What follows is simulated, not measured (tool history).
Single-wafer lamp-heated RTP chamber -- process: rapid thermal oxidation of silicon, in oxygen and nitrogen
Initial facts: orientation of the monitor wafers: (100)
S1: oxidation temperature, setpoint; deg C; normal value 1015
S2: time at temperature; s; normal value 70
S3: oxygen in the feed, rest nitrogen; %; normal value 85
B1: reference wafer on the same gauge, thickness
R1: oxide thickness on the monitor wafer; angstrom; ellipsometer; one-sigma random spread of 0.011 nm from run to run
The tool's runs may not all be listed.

run	hour	S1	S2	S3	B1	R1
1	0.0	1015	70	85	6.880	71.77
# hour 49.5: pyrometer window cleaned and pyrometer calibrated
2	66.4	1015	70	85	6.878	71.26
3	134.5	1015	70	64	6.879	64.68
4	178.6	1015	70	85	6.880	71.66
5	242.2	1015	70	85	6.879	71.74
6	280.5	1015	52	85	6.879	62.89
# hour 290.9: pyrometer window cleaned and pyrometer calibrated
7	327.2	1015	52	85	6.878	62.74
8	386.6	1015	70	85	6.880	71.46
9	453.8	1015	70	85	6.880	71.48
# hour 522.9: pyrometer window cleaned and pyrometer calibrated
10	523.4	1015	70	85	6.882	71.50
11	565.9	1015	70	85	6.880	71.40
12	592.4	1015	70	85	6.882	71.61
13	641.8	1015	70	96	6.880	74.67
14	698.2	1007	70	71	6.881	63.46
15	748.1	1015	98	60	6.880	73.58
# hour 794.2: pyrometer window cleaned and pyrometer calibrated
16	794.7	1034	91	98	6.878	96.62
17	844.4	1015	70	98	6.881	75.00
# hour 859.8: gauge calibrated
18	892.9	1033	70	85	6.883	81.30
19	954.9	1035	70	96	6.881	86.24
20	1013.3	990	70	57	6.878	52.06
# hour 1063.5: oxygen flow controller replaced
# hour 1065.4: pyrometer window cleaned and pyrometer calibrated
21	1071.2	1015	70	85	6.879	71.30
22	1138.7	1015	70	85	6.880	71.46
23	1198.9	1015	70	85	6.880	71.49
24	1250.6	1043	70	85	6.882	87.33
25	1294.1	988	85	98	6.880	67.51
# hour 1316.2: pyrometer window cleaned and pyrometer calibrated
26	1331.7	1015	70	85	6.879	71.37

Pick out some run-to-run changes in R1. Of each, how much would a tool without hidden state show as well, from the settings, what came in and chance, and how much is left for the hidden state and any gauge scatter not in both results compared?
Unlogged tool condition in this case: true wafer temperature minus pyrometer reading, K; deviation of the oxygen flow from its setpoint, %; gauge reads high (%).
Run 1 -> 2: pyrometer window cleaned and pyrometer calibrated. R1 -0.51 angstrom: hidden state -0.44, all else -0.07.
Run 15 -> 16: S1 1015 -> 1034, S2 98 -> 91, S3 60 -> 98, pyrometer window cleaned and pyrometer calibrated. R1 +23.04 angstrom: hidden state -0.40, all else +23.44.
Run 19 -> 20: S1 1035 -> 990, S3 96 -> 57. R1 -34.18 angstrom: hidden state +0.02, all else -34.20.
